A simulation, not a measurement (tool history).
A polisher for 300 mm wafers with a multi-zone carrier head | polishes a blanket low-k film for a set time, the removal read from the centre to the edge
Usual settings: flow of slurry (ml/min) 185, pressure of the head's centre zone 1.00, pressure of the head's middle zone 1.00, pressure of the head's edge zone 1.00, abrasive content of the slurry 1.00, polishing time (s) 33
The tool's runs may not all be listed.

run   hour  flow of slurry (ml/min)  pressure of the head's centre zone  pressure of the head's middle zone  pressure of the head's edge zone  abrasive content of the slurry  polishing time (s)  incoming thickness of the incoming film, nm  film removed at the wafer's centre (Å)  film removed at mid-radius (Å)  film removed at the wafer's edge (Å)
  1    0.0                      185                                1.00                                1.00                              1.00                            1.00                  33                                        299.2                                     155                             137                                   144
      18.0  -- worn pad replaced by a new one
  2   18.5                      185                                1.00                                1.00                              1.00                            1.00                  33                                        295.0                                     161                             140                                   143
  3   24.4                      185                                1.00                                1.00                              1.00                            1.00                  33                                        298.9                                     164                             139                                   148
  4   32.7                      185                                1.00                                1.00                              1.00                            1.00                  33                                        305.4                                     164                             141                                   150
  5   44.9                      185                                1.00                                1.00                              1.00                            1.00                  33                                        299.9                                     163                             142                                   147
  6   57.2                      185                                1.00                                1.04                              1.00                            1.00                  24                                        295.8                                     117                             108                                   107
      69.7  -- slurry nozzle cleaned
  7   71.0                      185                                1.00                                1.00                              1.00                            1.00                  33                                        302.3                                     162                             141                                   145
  8   78.2                      185                                1.00                                1.00                              1.00                            1.00                  33                                        300.3                                     159                             138                                   145
  9   87.9                      185                                1.04                                1.00                              1.00                            1.00                  33                                        293.7                                     169                             142                                   140
 10   97.7                      185                                1.00                                1.00                              1.00                            1.00                  33                                        298.9                                     159                             138                                   144
 11  107.0                      185                                0.90                                1.09                              1.11                            1.00                  36                                        299.9                                     157                             160                                   159
     115.4  -- carrier head's membrane replaced by a new one
 12  115.9                      185                                1.00                                0.97                              1.00                            1.00                  33                                        297.4                                     159                             132                                   142
     128.1  -- centre zone pressure recalibrated
 13  128.6                      185                                1.00                                1.09                              1.09                            1.25                  33                                        304.4                                     151                             163                                   161
 14  138.5                      185                                0.95                                1.04                              1.00                            0.85                  33                                        304.6                                     125                             130                                   126
 15  150.5                      185                                1.00                                1.12                              1.00                            1.00                  28                                        297.6                                     113                             122                                   113
     153.0  -- edge zone pressure recalibrated
 16  161.7                      185                                1.00                                0.95                              1.00                            1.15                  33                                        303.6                                     142                             131                                   141
     172.2  -- worn pad replaced by a new one
 17  177.4                      185                                1.00                                1.00                              1.00                            1.00                  33                                        301.1                                     154                             147                                   153
 18  194.2                      185                                1.00                                1.00                              1.00                            1.00                  33                                        302.3                                     152                             146                                   146
 19  203.0                      185                                1.00                                1.00                              1.00                            1.00                  44                                        298.4                                     203                             194                                   199
 20  220.8                      185                                1.00                                0.91                              1.00                            1.10                  39                                        302.0                                     186                             163                                   177
 21  236.0                      185                                1.00                                1.00                              1.00                            1.00                  33                                        301.2                                     153                             144                                   146

The same runs without the tool's hidden state, with the same run-to-run variation:
The hidden state here: removal rate lost through wear of the pad, %; slurry flow missing at the pad, %; deviation of the centre zone's pressure from its setpoint, %; deviation of the edge zone's pressure from its setpoint, %.
run  film removed at the wafer's centre (Å)  film removed at mid-radius (Å)  film removed at the wafer's edge (Å)
  1                                     150                             145                                   152
  2                                     149                             142                                   146
  3                                     152                             142                                   150
  4                                     152                             143                                   153
  5                                     152                             145                                   150
  6                                     109                             111                                   109
  7                                     151                             146                                   149
  8                                     149                             142                                   150
  9                                     159                             148                                   145
 10                                     151                             145                                   151
 11                                     150                             169                                   168
 12                                     153                             141                                   150
 13                                     165                             175                                   173
 14                                     136                             142                                   137
 15                                     125                             135                                   125
 16                                     158                             147                                   157
 17                                     152                             148                                   155
 18                                     149                             147                                   148
 19                                     200                             196                                   202
 20                                     182                             166                                   180
 21                                     151                             148                                   150
